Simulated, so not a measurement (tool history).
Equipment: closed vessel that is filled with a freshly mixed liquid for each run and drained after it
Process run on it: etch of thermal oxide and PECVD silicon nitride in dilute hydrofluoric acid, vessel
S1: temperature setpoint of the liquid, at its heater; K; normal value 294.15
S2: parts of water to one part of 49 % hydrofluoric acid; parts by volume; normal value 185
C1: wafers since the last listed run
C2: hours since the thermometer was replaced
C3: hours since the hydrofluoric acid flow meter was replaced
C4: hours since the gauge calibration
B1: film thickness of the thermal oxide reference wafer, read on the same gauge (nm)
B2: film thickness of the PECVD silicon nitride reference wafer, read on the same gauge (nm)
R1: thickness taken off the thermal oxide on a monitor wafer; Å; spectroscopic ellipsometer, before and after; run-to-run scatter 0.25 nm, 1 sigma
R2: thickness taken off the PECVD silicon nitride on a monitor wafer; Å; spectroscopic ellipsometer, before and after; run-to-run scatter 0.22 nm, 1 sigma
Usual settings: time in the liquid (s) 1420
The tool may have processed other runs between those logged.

Run 1, hour 0.0: usual settings; C1 0; C2 1710.4; C3 1543.8; C4 219.9; B1 49.99; B2 80.00. Result: R1 296.9 Å, R2 328.3 Å.
Run 2, hour 27.7: usual settings; C1 1365; C2 1738.1; C3 1571.5; C4 247.6; B1 50.00; B2 80.00. Result: R1 296.7 Å, R2 328.7 Å.
Run 3, hour 59.3: usual settings; C1 1557; C2 1769.7; C3 1603.1; C4 279.2; B1 50.01; B2 80.01. Result: R1 300.8 Å, R2 329.2 Å.
Run 4, hour 92.9: usual settings; C1 1656; C2 1803.3; C3 1636.7; C4 312.8; B1 49.98; B2 80.00. Result: R1 301.8 Å, R2 329.1 Å.
Run 5, hour 121.0: usual settings but S2 255 parts by volume; C1 1385; C2 1831.4; C3 1664.8; C4 340.9; B1 49.99; B2 80.00. Result: R1 201.4 Å, R2 245.7 Å.
Run 6, hour 184.8: usual settings; C1 3145; C2 1895.2; C3 1728.6; C4 404.7; B1 50.01; B2 79.97. Result: R1 303.3 Å, R2 329.1 Å.
At hour 233.2: thermometer replaced.
At hour 241.4: hydrofluoric acid flow meter replaced.
Run 7, hour 253.8: usual settings; C1 3302; C2 20.6; C3 12.4; C4 473.7; B1 50.00; B2 80.03. Result: R1 274.4 Å, R2 286.0 Å.
Run 8, hour 287.6: usual settings; C1 1666; C2 54.4; C3 46.2; C4 507.5; B1 50.01; B2 80.02. Result: R1 279.1 Å, R2 290.4 Å.

Predict the results of run 9:
Run 9, hour 327.2: usual settings but S2 120 parts by volume, time in the liquid (s) 620; C1 1952; C2 94.0; C3 85.8; C4 547.1; B1 ?; B2 ?. Result: R1 ?, R2 ?.

Run 9 yielded B1 50.00, B2 80.02, R1 200.2 Å, R2 190.7 Å.
If the tool had no hidden condition, the same run with the same run-to-run variation would have returned R1 197.8 Å, R2 186.9 Å.
